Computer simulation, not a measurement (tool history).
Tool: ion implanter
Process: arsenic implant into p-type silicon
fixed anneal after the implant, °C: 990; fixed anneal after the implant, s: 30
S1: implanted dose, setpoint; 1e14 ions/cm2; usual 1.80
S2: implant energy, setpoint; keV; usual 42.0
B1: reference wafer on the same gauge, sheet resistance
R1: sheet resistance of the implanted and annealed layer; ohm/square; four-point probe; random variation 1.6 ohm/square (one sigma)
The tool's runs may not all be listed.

run 1 day=0.000 | S1=1.80 S2=42.0 | B1=403.10 | R1=349.36
run 2 day=0.779 | S1=1.80 S2=35.5 | B1=403.19 | R1=365.78
run 3 day=2.158 | S1=1.80 S2=35.5 | B1=402.87 | R1=361.12
run 4 day=3.025 | S1=1.80 S2=42.0 | B1=403.36 | R1=349.33
run 5 day=3.788 | S1=1.80 S2=42.0 | B1=403.06 | R1=354.00
run 6 day=4.458 | S1=1.80 S2=42.0 | B1=403.13 | R1=351.17
run 7 day=5.017 | S1=1.80 S2=53.0 | B1=402.45 | R1=337.59
run 8 day=6.208 | S1=1.80 S2=53.0 | B1=402.45 | R1=338.64
run 9 day=6.925 | S1=1.80 S2=48.0 | B1=403.64 | R1=341.37
run 10 day=8.038 | S1=1.80 S2=48.0 | B1=403.16 | R1=342.75
run 11 day=8.912 | S1=1.80 S2=48.0 | B1=402.56 | R1=345.19
run 12 day=9.712 | S1=1.64 S2=42.0 | B1=403.40 | R1=375.79
run 13 day=11.054 | S1=1.64 S2=42.0 | B1=403.12 | R1=375.91
run 14 day=12.125 | S1=1.80 S2=42.0 | B1=402.43 | R1=352.38
run 15 day=13.454 | S1=1.49 S2=54.0 | B1=402.57 | R1=380.26
run 16 day=14.121 | S1=2.19 S2=37.5 | B1=403.11 | R1=309.50
-- day=14.912 gauge calibrated
run 17 day=15.433 | S1=2.31 S2=29.5 | B1=403.57 | R1=308.01
run 18 day=16.854 | S1=2.05 S2=42.0 | B1=403.49 | R1=318.78
run 19 day=17.517 | S1=1.80 S2=42.0 | B1=402.09 | R1=350.30
run 20 day=18.854 | S1=1.26 S2=56.5 | B1=402.72 | R1=426.69
run 21 day=20.338 | S1=1.80 S2=42.0 | B1=402.64 | R1=351.81
run 22 day=21.300 | S1=2.02 S2=42.0 | B1=402.72 | R1=320.87
-- day=22.683 extraction supply calibrated
run 23 day=22.758 | S1=1.37 S2=34.0 | B1=403.11 | R1=436.88
run 24 day=24.046 | S1=1.65 S2=31.5 | B1=402.19 | R1=388.56

The next listed run, before its measurement:
run 25 day=26.046 | S1=1.80 S2=42.0 | B1=? | R1=?

{"run 25": {"B1": 402.84, "R1": 350.82}}
Without the tool's hidden state the same run would have given R1 363.08 ohm/square.

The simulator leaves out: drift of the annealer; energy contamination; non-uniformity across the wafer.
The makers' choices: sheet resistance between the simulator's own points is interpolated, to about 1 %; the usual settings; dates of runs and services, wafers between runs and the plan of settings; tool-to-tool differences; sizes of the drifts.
